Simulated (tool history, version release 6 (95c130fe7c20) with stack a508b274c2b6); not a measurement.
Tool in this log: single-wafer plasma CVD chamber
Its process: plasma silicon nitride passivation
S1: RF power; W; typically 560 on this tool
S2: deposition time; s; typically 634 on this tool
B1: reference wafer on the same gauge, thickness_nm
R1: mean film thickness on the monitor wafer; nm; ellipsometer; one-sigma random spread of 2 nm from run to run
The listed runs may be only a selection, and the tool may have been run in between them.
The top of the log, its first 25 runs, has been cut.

run,day,S1,S2,B1,R1
26,82.783,560,519,748.927,735.468
27,90.133,610,634,748.971,927.262
28,92.612,560,634,748.448,897.574
29,96.388,510,549,749.219,747.664
# day 99.175: gauge calibrated
30,100.8,560,516,749.283,726.836
31,104.921,610,692,749.011,1003.102
32,107.717,465,540,748.774,710.143
33,110.125,495,686,748.683,922.535
34,112.412,560,686,748.532,964.588
35,113.921,560,634,749.052,885.628
36,117.371,520,556,748.918,757.19
37,118.9,530,634,749.312,869.724

Run 38 has not been measured yet. What should we expect?
38,123.267,475,562,?,?

{"run 38": {"B1": 749.044, "R1": 738.031}}
On a tool with no hidden condition, and with the same random variation, this run would have come out at R1 756.648 nm.
